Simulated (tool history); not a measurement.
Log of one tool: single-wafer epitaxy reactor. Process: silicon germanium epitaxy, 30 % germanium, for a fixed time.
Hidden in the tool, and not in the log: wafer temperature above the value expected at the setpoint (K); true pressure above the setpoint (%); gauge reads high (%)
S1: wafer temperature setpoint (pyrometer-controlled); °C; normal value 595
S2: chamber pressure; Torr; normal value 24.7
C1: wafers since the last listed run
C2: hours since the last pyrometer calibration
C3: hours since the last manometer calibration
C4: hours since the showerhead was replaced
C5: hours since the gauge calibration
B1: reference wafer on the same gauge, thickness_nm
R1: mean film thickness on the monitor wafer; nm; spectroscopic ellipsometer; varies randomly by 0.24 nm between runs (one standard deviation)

run,hour,S1,S2,C1,C2,C3,C4,C5,B1,R1
1,0,595,21.2,0,1857.4,478.9,3740.3,705.4,66.514,55.845
2,41.4,595,21.2,900,1898.8,520.3,3781.7,746.8,66.453,56.215
3,72.3,595,21.2,672,1929.7,551.2,3812.6,777.7,66.481,56.135
4,113.5,595,26.1,896,1970.9,592.4,3853.8,818.9,66.388,60.337
5,188.6,595,26.1,1633,2046,667.5,3928.9,894,66.501,60.854
6,230,595,26.1,900,2087.4,708.9,3970.3,935.4,66.42,60.583
7,290.4,595,24.7,1313,2147.8,769.3,4030.7,995.8,66.477,58.95
8,321.4,595,24.7,674,2178.8,800.3,4061.7,1026.8,66.51,59.184
9,385.1,595,24.7,1385,2242.5,864,4125.4,1090.5,66.473,58.653
10,452.8,602,24.7,1472,2310.2,931.7,4193.1,1158.2,66.483,68.269
11,517.9,602,24.7,1415,2375.3,996.8,4258.2,1223.3,66.425,68.003
12,565.6,602,24.7,1037,2423,1044.5,4305.9,1271,66.357,67.873
13,597.4,595,24.7,691,2454.8,1076.3,4337.7,1302.8,66.589,58.637
# hour 603.7: gauge calibrated
14,630.7,595,24.7,724,2488.1,1109.6,4371,27,66.509,58.466
15,663.3,605,21.9,709,2520.7,1142.2,4403.6,59.6,66.459,68.655
16,729.9,595,30.2,1448,2587.3,1208.8,4470.2,126.2,66.495,63.217
# hour 753.7: capacitance manometer re-zeroed and calibrated
17,771.5,595,21.2,730,2628.9,17.8,4511.8,167.8,66.374,55.11
# hour 814.3: showerhead replaced
18,836.6,588,27.2,1241,2694,82.9,22.3,232.9,66.472,51.796

The next listed run, before its measurement:
# hour 859.6: pyrometer calibrated
19,903,599,19,1270,43.4,149.3,88.7,299.3,?,?

{"run 19": {"B1": 66.468, "R1": 64.035}}
With no hidden state in the tool, this same run would have given R1 59.375 nm.
